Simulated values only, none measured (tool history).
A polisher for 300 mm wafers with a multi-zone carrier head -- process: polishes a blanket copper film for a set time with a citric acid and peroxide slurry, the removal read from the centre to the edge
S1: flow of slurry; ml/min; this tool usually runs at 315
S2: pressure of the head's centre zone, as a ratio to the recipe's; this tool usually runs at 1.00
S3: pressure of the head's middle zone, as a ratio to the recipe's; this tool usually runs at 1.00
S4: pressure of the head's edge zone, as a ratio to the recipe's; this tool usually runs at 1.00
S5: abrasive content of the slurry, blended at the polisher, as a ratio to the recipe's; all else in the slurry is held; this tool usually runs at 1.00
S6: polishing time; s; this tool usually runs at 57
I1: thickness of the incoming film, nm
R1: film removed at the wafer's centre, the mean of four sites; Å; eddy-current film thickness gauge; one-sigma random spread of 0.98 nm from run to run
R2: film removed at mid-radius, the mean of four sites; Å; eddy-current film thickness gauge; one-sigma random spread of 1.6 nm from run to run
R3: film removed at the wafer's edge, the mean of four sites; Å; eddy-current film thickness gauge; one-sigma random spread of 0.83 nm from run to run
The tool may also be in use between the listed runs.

run   hour   S1    S2    S3    S4    S5  S6      I1    R1    R2    R3
  1    0.0  315  1.00  0.95  1.10  0.85  57  1087.2  1026  1005  1107
  2   41.6  315  1.00  1.00  0.96  1.00  57  1095.7  1098  1101  1108
  3   70.5  315  1.00  1.00  1.00  1.00  57  1103.0  1073  1090  1111
  4   99.2  250  1.04  1.00  1.10  0.70  57  1105.0   960   942  1014
  5  164.4  395  1.00  1.00  1.00  1.20  57  1098.3  1152  1168  1197
  6  194.6  315  1.00  1.00  1.00  1.00  46  1105.9   883   854   899
  7  243.6  315  1.00  1.00  1.00  0.80  69  1107.3  1213  1225  1236
  8  306.6  420  1.00  0.96  1.00  1.00  69  1088.3  1322  1302  1343
     311.8  -- worn pad replaced by a new one
     324.3  -- edge zone pressure recalibrated
  9  371.7  315  1.00  1.10  1.00  1.10  57  1098.3  1102  1170  1137
 10  427.9  255  1.00  1.00  1.00  1.00  76  1090.9  1379  1429  1456
     439.1  -- slurry nozzle cleaned
 11  474.9  315  1.00  1.00  1.00  1.00  57  1102.9  1094  1095  1129
 12  500.8  365  1.00  1.00  1.05  1.00  57  1110.6  1100  1125  1154
 13  572.7  315  1.11  1.09  1.04  1.20  57  1118.5  1252  1203  1200
 14  629.4  420  1.00  0.96  1.00  1.00  69  1081.5  1357  1265  1370
 15  673.6  385  1.00  0.95  1.00  1.00  57  1090.1  1114  1034  1142
 16  704.9  315  1.00  1.03  0.92  1.00  39  1101.3   738   745   741
 17  732.1  385  1.00  1.00  1.11  1.00  64  1114.4  1239  1216  1361
     750.6  -- centre zone pressure recalibrated
     765.1  -- worn pad replaced by a new one
 18  766.1  315  1.00  1.00  1.00  1.00  57  1087.6  1094  1081  1130
 19  824.1  315  1.06  0.91  1.09  1.00  67  1102.2  1338  1209  1381
 20  893.6  315  1.00  1.00  1.00  1.00  57  1098.2  1063  1067  1116
 21  923.5  345  0.93  1.00  1.00  1.00  66  1080.8  1194  1244  1298
 22  992.4  315  1.00  1.00  0.89  1.30  43  1104.9   883   903   871

Predict each of these 3 candidate next runs independently; none follows another, all start after run 22:
  A  992.8  315  1.00  1.00  1.00  1.00  57  1087.2   ?   ?   ?
  B  992.8  275  1.00  1.00  1.00  1.00  57  1087.2   ?   ?   ?
  C  992.8  315  1.00  1.00  1.08  1.00  57  1087.2   ?   ?   ?

run    R1    R2    R3
  A  1084  1062  1098
  B  1075  1054  1092
  C  1084  1062  1141
Stripped of hidden state, with their random variation kept, the same runs would have yielded:
run    R1    R2    R3
  A  1100  1077  1110
  B  1093  1070  1104
  C  1100  1076  1152
